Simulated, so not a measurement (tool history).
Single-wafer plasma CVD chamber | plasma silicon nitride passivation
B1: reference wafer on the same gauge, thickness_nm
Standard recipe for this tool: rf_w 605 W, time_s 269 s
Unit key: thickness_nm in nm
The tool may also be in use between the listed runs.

Run 1, hour 0: usual settings; B1 368.268. Result: thickness_nm 413.548 nm.
Run 2, hour 51.7: usual settings; B1 368.713. Result: thickness_nm 415.407 nm.
Run 3, hour 104.8: usual settings; B1 368.452. Result: thickness_nm 412.017 nm.
Run 4, hour 173.4: usual settings; B1 368.2. Result: thickness_nm 415.492 nm.
Run 5, hour 230.8: usual settings; B1 368.24. Result: thickness_nm 412.206 nm.
Run 6, hour 293.9: usual settings; B1 367.837. Result: thickness_nm 412.402 nm.
Run 7, hour 320.2: usual settings but rf_w 645 W; B1 367.937. Result: thickness_nm 423.169 nm.
Run 8, hour 367.3: usual settings; B1 368.232. Result: thickness_nm 413.057 nm.
Run 9, hour 416.8: usual settings but rf_w 555 W; B1 368.322. Result: thickness_nm 402.507 nm.
Run 10, hour 475.9: usual settings but rf_w 555 W; B1 368.1. Result: thickness_nm 399.22 nm.
At hour 507.1: showerhead replaced.
Run 11, hour 546.3: usual settings; B1 367.824. Result: thickness_nm 412.7 nm.
Run 12, hour 571.2: usual settings; B1 367.947. Result: thickness_nm 412.203 nm.
Run 13, hour 607.7: usual settings but rf_w 635 W; B1 368.182. Result: thickness_nm 419.133 nm.
At hour 610.1: gauge calibrated.
Run 14, hour 667.5: usual settings but rf_w 695 W, time_s 317 s; B1 368.061. Result: thickness_nm 508.089 nm.
Run 15, hour 710.8: usual settings but rf_w 720 W, time_s 304 s; B1 368.198. Result: thickness_nm 494.149 nm.
Run 16, hour 777.5: usual settings but rf_w 570 W, time_s 218 s; B1 367.605. Result: thickness_nm 328.935 nm.
At hour 791.9: RF generator calibrated.
Run 17, hour 813.6: usual settings but rf_w 505 W, time_s 251 s; B1 368.446. Result: thickness_nm 371.742 nm.
Run 18, hour 876.6: usual settings but time_s 228 s; B1 368.461. Result: thickness_nm 355.774 nm.
Run 19, hour 937.2: usual settings; B1 368.04. Result: thickness_nm 417.624 nm.
Run 20, hour 1106.4: usual settings but time_s 313 s; B1 368.088. Result: thickness_nm 487.617 nm.
Run 21, hour 1142: usual settings; B1 367.792. Result: thickness_nm 418.006 nm.
Run 22, hour 1210.2: usual settings; B1 368.108. Result: thickness_nm 418.053 nm.
Run 23, hour 1247.3: usual settings but rf_w 640 W, time_s 229 s; B1 367.631. Result: thickness_nm 361.315 nm.
Run 24, hour 1426.7: usual settings; B1 368.173. Result: thickness_nm 418.001 nm.

Each row is a separate what-if for the run after 24, all from the same tool condition, not one after another. Results?
Run A, hour 1427.2: usual settings but rf_w 570 W; B1 ?. Result: thickness_nm ?.
Run B, hour 1427.2: usual settings but rf_w 550 W, time_s 216 s; B1 ?. Result: thickness_nm ?.
Run C, hour 1427.2: usual settings but rf_w 715 W, time_s 221 s; B1 ?. Result: thickness_nm ?.
Run D, hour 1427.2: usual settings but rf_w 710 W, time_s 231 s; B1 ?. Result: thickness_nm ?.
Run E, hour 1427.2: usual settings but rf_w 555 W, time_s 310 s; B1 ?. Result: thickness_nm ?.

run      B1  thickness_nm
  A  368.02       407.373
  B  368.02       323.261
  C  368.02       360.448
  D  368.02       375.901
  E  368.02       465.335
Without the tool's unlogged condition, the same runs would have read:
run  thickness_nm
  A        411.28
  B       326.362
  C       363.905
  D       379.507
  E       469.798

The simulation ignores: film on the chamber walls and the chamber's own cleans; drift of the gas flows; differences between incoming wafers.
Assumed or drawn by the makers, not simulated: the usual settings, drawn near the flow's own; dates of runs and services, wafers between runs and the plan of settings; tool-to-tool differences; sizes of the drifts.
